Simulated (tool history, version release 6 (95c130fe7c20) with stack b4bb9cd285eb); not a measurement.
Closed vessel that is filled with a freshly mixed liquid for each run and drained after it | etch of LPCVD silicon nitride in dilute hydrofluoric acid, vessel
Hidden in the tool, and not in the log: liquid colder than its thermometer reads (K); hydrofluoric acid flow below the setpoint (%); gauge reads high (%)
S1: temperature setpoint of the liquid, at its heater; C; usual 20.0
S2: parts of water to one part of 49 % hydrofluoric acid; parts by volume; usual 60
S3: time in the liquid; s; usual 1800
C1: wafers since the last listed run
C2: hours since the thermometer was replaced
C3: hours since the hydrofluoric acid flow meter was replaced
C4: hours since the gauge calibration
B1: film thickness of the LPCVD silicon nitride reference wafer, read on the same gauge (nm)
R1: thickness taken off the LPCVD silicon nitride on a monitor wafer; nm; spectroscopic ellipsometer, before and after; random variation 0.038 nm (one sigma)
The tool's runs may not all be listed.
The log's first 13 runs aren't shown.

run,day,S1,S2,S3,C1,C2,C3,C4,B1,R1
14,19.033,20.0,40,1800,563,402.3,2327.1,88.7,80.72,16.25
15,19.612,17.0,60,2730,477,416.2,2341.0,102.6,80.76,13.45
16,21.038,20.0,60,1800,1176,450.4,2375.2,136.8,80.85,10.84
17,22.454,20.0,80,1800,1169,484.4,2409.2,170.8,80.94,8.23
# day 23.392: hydrofluoric acid flow meter replaced
18,23.725,23.5,50,1215,1014,514.9,8.0,201.3,81.01,11.24
19,24.817,20.0,60,1800,900,541.1,34.2,227.5,81.10,10.93
20,25.983,20.0,60,1800,962,569.1,62.2,255.5,81.15,11.01
21,27.233,20.0,60,1095,1031,599.1,92.2,285.5,81.23,6.71
22,28.525,23.5,60,1800,1066,630.1,123.2,316.5,81.33,13.96
23,29.029,22.5,70,2480,416,642.2,135.3,328.6,81.36,15.41
24,30.208,18.5,70,2665,973,670.5,163.6,356.9,81.45,12.59
25,31.158,23.0,40,2255,784,693.3,186.4,379.7,81.51,25.14
26,31.950,23.0,60,1800,653,712.3,205.4,398.7,81.55,13.61
27,32.758,20.0,35,1800,667,731.7,224.8,418.1,81.61,18.63
28,33.550,20.0,60,2840,653,750.7,243.8,437.1,81.63,17.37
29,34.625,20.0,90,1800,887,776.5,269.6,462.9,81.71,7.39
30,35.796,17.5,70,780,966,804.6,297.7,491.0,81.80,3.44
31,37.250,20.0,60,2495,1200,839.5,332.6,525.9,81.87,15.38

Forecast each of these 5 alternatives for the next run:
A,37.300,20.0,60,2190,41,840.7,333.8,527.1,?,?
B,37.300,20.0,35,2805,41,840.7,333.8,527.1,?,?
C,37.300,18.0,60,1800,41,840.7,333.8,527.1,?,?
D,37.300,24.5,60,1800,41,840.7,333.8,527.1,?,?
E,37.300,24.5,30,1800,41,840.7,333.8,527.1,?,?

run,B1,R1
A,81.89,13.42
B,81.89,29.01
C,81.89,9.59
D,81.89,14.98
E,81.89,29.46
Without the tool's hidden state the same runs would have given:
run,R1
A,13.11
B,28.34
C,9.37
D,14.63
E,28.78

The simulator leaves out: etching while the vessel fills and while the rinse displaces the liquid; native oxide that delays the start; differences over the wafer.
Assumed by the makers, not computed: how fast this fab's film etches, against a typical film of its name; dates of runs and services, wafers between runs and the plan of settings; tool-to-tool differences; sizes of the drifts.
